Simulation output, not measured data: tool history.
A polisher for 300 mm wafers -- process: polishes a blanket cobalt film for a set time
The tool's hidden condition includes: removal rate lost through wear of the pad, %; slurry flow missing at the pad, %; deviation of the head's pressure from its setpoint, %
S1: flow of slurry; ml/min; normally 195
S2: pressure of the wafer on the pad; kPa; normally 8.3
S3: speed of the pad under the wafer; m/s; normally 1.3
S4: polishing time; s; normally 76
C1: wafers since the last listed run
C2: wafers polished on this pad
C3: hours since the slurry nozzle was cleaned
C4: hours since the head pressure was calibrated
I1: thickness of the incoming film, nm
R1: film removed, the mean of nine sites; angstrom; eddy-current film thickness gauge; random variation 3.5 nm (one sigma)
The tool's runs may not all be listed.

run     day   S1    S2    S3  S4   C1    C2     C3      C4      I1    R1
  1       0  195   8.3   1.3  76    0  1403   74.6    1011  1319.4  3241
      0.421  -- worn pad replaced by a new one
  2   0.762  195   8.3   1.3  76  141    81   92.9  1029.3  1283.4  3189
  3   2.033  195   8.3   1.3  76  302   383  123.4  1059.8  1312.9  3170
  4   3.271  195   8.3   1.3  76  294   677  153.1  1089.5  1294.7  3194
  5   4.604  195   8.3   1.3  76  316   994  185.1  1121.5  1287.7  3193
      5.708  -- worn pad replaced by a new one
  6   5.879  195   8.3   1.3  76  263    40  215.7  1152.1  1304.4  3221
  7   7.367  195   8.3   1.3  76  353   394  251.4  1187.8  1311.3  3229
  8     7.9  195   9.7   1.3  76  126   521  264.2  1200.6  1317.6  3763
  9   9.367  195   9.7   1.3  76  348   869  299.4  1235.8  1278.7  3779
      9.788  -- head pressure recalibrated
 10  10.258  195   8.3   1.3  76  192  1062  320.8    11.3  1305.5  2894
 11  11.362  195   8.3   1.3  76  262  1324  347.3    37.8  1310.8  2941
     11.671  -- worn pad replaced by a new one
 12  12.467  195   8.3   1.3  76  222   189  373.8    64.3  1300.5  2914
 13  13.412  195   8.3   1.3  69  224   414  396.5      87  1273.3  2646
 14  14.862  250   6.9   1.3  76  344   759  431.3   121.8  1302.6  2555
 15  16.112  175   7.6  1.46  53  297  1056  461.3   151.8  1293.1  2089
 16  17.054  195   8.3   1.3  76  223  1280  483.9   174.4  1297.7  2915
     18.258  -- worn pad replaced by a new one
 17  18.279  195  10.3  1.14  67  251     4  513.3   203.8    1309  2958
 18   19.55  125   6.2  0.98  64  302   306  543.8   234.3  1286.1  1423
 19  20.679  195   8.3   1.7  76  268   575  570.9   261.4  1300.6  3769
 20  21.208  195   8.3   1.3  76  125   701  583.6   274.1  1302.2  2972
     21.808  -- slurry nozzle cleaned
 21  22.708  135   8.3   1.3  52  346  1047   21.6   310.1  1297.2  1947
 22  23.858  125   6.2  0.98  64  273  1321   49.2   337.7  1317.4  1439
     24.183  -- worn pad replaced by a new one
 23  24.867  195   8.3  1.08  76  200   162   73.4   361.9  1320.5  2645
 24  26.142  195   6.2   1.3  76  303   465    104   392.5  1299.3  2267
 25  27.075  225   8.3   1.3  92  221   687  126.4   414.9  1297.6  3741
 26  27.862  195   7.6  1.42  66  187   874  145.3   433.8  1284.7  2530
 27  29.242  195   6.2   1.3  98  327  1202  178.4   466.9    1272  2912

For each run, what was the tool's unlogged condition?
removal rate lost through wear of the pad, %: 0 on each run
slurry flow missing at the pad, %: 0 on each run
H1: deviation of the head's pressure from its setpoint, %
run      H1
  1     8.7
  2    8.88
  3    9.18
  4    9.47
  5    9.79
  6    10.1
  7    10.4
  8    10.6
  9    10.9
 10  0.0485
 11   0.309
 12    0.57
 13   0.793
 14    1.14
 15    1.43
 16    1.65
 17    1.94
 18    2.24
 19    2.51
 20    2.63
 21    2.99
 22    3.26
 23     3.5
 24     3.8
 25    4.02
 26     4.2
 27    4.53
